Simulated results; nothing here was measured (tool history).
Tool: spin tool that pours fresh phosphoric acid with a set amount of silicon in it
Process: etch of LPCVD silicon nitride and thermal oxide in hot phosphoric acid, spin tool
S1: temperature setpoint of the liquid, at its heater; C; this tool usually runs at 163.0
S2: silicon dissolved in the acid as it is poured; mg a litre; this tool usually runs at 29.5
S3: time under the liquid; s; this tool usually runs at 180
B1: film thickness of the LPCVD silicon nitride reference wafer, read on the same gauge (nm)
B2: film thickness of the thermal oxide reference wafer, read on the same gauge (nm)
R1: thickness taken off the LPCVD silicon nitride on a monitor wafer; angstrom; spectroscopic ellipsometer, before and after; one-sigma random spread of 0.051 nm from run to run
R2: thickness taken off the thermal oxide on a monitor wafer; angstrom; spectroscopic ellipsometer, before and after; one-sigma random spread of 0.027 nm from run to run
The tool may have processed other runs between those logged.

run	hour	S1	S2	S3	B1	B2	R1	R2
1	0.0	163.0	29.5	180	70.01	100.002	164.0	2.18
2	97.0	161.5	48.5	180	70.02	99.985	154.4	1.01
3	199.4	164.5	10.0	135	69.99	100.000	127.4	4.20
4	259.0	163.0	48.0	280	70.02	99.986	253.2	1.47
5	353.8	163.0	14.5	180	70.04	99.996	160.3	4.44
6	431.9	160.5	19.0	180	69.98	100.007	147.4	2.94
# hour 451.4: gauge calibrated
7	508.9	162.0	29.5	180	69.98	100.008	154.1	2.41
# hour 512.7: thermometer replaced
8	554.6	163.0	29.5	180	70.00	99.986	162.3	2.45
# hour 621.3: dissolved silicon flow meter replaced
9	631.8	163.0	29.5	180	70.01	99.993	161.3	3.01
10	683.9	164.0	39.5	255	69.98	100.001	235.5	2.36
11	748.2	164.5	29.5	180	69.95	100.003	168.2	2.69
12	801.0	163.0	29.5	180	69.98	100.009	160.7	2.10
# hour 956.6: heated supply line repaired
13	1038.0	163.0	29.5	180	69.99	99.994	165.0	2.62
14	1078.9	163.0	50.0	180	69.99	100.007	163.4	1.02
# hour 1094.7: thermometer replaced
15	1132.9	164.5	29.5	265	69.98	99.993	258.2	4.98
16	1226.9	160.5	29.5	85	70.01	99.974	72.0	1.10
17	1279.5	163.0	29.5	180	69.99	100.006	165.3	2.56
18	1366.2	166.0	8.0	180	69.99	100.010	182.1	6.42
19	1472.0	165.5	44.5	140	69.97	99.999	138.7	0.96
20	1519.8	165.0	15.5	260	69.99	100.013	253.4	6.40
21	1600.2	160.5	19.0	180	69.99	99.991	150.6	3.56
# hour 1609.2: dissolved silicon flow meter replaced
22	1671.4	166.0	29.5	85	69.98	100.006	85.1	1.23
23	1720.6	163.0	41.5	180	70.00	99.996	162.2	1.23

The tool's hidden state at each run:
dissolved silicon flow below the setpoint (%): 0, the same for each run
gauge reads high (%): 0, the same for each run
H1: liquid colder than its thermometer reads (K)
H2: temperature lost on the way to the wafer (K)
run	H1	H2
1	0.175	0.586
2	0.261	0.641
3	0.352	0.698
4	0.404	0.732
5	0.488	0.785
6	0.557	0.828
7	0.625	0.872
8	0.107	0.897
9	0.176	0.94
10	0.222	0.97
11	0.279	1.01
12	0.325	1.04
13	0.535	0.0879
14	0.571	0.111
15	0.0587	0.141
16	0.142	0.194
17	0.188	0.223
18	0.265	0.272
19	0.359	0.331
20	0.401	0.358
21	0.472	0.403
22	0.535	0.443
23	0.578	0.47

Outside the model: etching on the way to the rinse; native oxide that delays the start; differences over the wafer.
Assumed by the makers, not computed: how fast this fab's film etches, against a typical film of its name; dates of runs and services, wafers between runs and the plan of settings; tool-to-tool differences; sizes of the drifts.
